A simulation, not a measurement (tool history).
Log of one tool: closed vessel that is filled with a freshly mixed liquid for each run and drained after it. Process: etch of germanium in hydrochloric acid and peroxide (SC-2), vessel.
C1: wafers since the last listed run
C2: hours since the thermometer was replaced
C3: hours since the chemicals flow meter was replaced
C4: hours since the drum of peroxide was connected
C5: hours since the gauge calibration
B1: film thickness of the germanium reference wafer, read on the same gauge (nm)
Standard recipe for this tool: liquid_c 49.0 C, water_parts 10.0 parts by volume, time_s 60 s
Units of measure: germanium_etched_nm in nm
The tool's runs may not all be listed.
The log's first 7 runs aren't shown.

run 8 hour=255.7 | liquid_c=49.0 water_parts=10.0 time_s=60 | C1=3223 C2=2645.0 C3=1169.1 C4=147.7 C5=194.7 | B1=100.62 | germanium_etched_nm=165.96
-- hour=316.7 thermometer replaced
run 9 hour=327.8 | liquid_c=49.0 water_parts=10.0 time_s=60 | C1=6881 C2=11.1 C3=1241.2 C4=219.8 C5=266.8 | B1=100.72 | germanium_etched_nm=166.27
run 10 hour=353.8 | liquid_c=49.0 water_parts=13.0 time_s=75 | C1=2516 C2=37.1 C3=1267.2 C4=245.8 C5=292.8 | B1=100.75 | germanium_etched_nm=200.72
run 11 hour=378.2 | liquid_c=43.5 water_parts=13.5 time_s=85 | C1=2361 C2=61.5 C3=1291.6 C4=270.2 C5=317.2 | B1=100.75 | germanium_etched_nm=190.22
run 12 hour=393.3 | liquid_c=57.5 water_parts=6.0 time_s=75 | C1=1461 C2=76.6 C3=1306.7 C4=285.3 C5=332.3 | B1=100.78 | germanium_etched_nm=275.90
run 13 hour=408.6 | liquid_c=49.0 water_parts=13.0 time_s=35 | C1=1480 C2=91.9 C3=1322.0 C4=300.6 C5=347.6 | B1=100.79 | germanium_etched_nm=92.68
run 14 hour=429.6 | liquid_c=54.0 water_parts=15.0 time_s=30 | C1=2032 C2=112.9 C3=1343.0 C4=321.6 C5=368.6 | B1=100.83 | germanium_etched_nm=92.80
-- hour=459.0 chemicals flow meter replaced
run 15 hour=461.1 | liquid_c=56.0 water_parts=15.0 time_s=40 | C1=2952 C2=144.4 C3=2.1 C4=353.1 C5=400.1 | B1=100.85 | germanium_etched_nm=132.01
run 16 hour=488.9 | liquid_c=45.5 water_parts=11.5 time_s=90 | C1=2690 C2=172.2 C3=29.9 C4=380.9 C5=427.9 | B1=100.90 | germanium_etched_nm=217.84
run 17 hour=503.0 | liquid_c=49.0 water_parts=8.5 time_s=70 | C1=1364 C2=186.3 C3=44.0 C4=395.0 C5=442.0 | B1=100.94 | germanium_etched_nm=195.47
run 18 hour=520.7 | liquid_c=49.0 water_parts=10.0 time_s=60 | C1=1713 C2=204.0 C3=61.7 C4=412.7 C5=459.7 | B1=100.95 | germanium_etched_nm=164.03
run 19 hour=548.7 | liquid_c=43.0 water_parts=8.5 time_s=75 | C1=2710 C2=232.0 C3=89.7 C4=440.7 C5=487.7 | B1=101.00 | germanium_etched_nm=170.94
run 20 hour=574.2 | liquid_c=49.0 water_parts=10.0 time_s=60 | C1=2468 C2=257.5 C3=115.2 C4=466.2 C5=513.2 | B1=101.05 | germanium_etched_nm=164.08
run 21 hour=670.2 | liquid_c=49.0 water_parts=13.5 time_s=90 | C1=9291 C2=353.5 C3=211.2 C4=562.2 C5=609.2 | B1=101.23 | germanium_etched_nm=238.29
run 22 hour=704.0 | liquid_c=58.0 water_parts=10.0 time_s=60 | C1=3271 C2=387.3 C3=245.0 C4=596.0 C5=643.0 | B1=101.32 | germanium_etched_nm=216.46
run 23 hour=728.8 | liquid_c=49.0 water_parts=10.0 time_s=40 | C1=2400 C2=412.1 C3=269.8 C4=620.8 C5=667.8 | B1=101.39 | germanium_etched_nm=109.88

Run 24, settings as shown, results not yet in. Your forecast:
run 24 hour=748.0 | liquid_c=46.0 water_parts=5.5 time_s=40 | C1=1858 C2=431.3 C3=289.0 C4=640.0 C5=687.0 | B1=? | germanium_etched_nm=?

For run 24 the tool returned B1 101.41, germanium_etched_nm 105.87 nm.
Without the tool's hidden state the same run would have given germanium_etched_nm 104.38 nm.
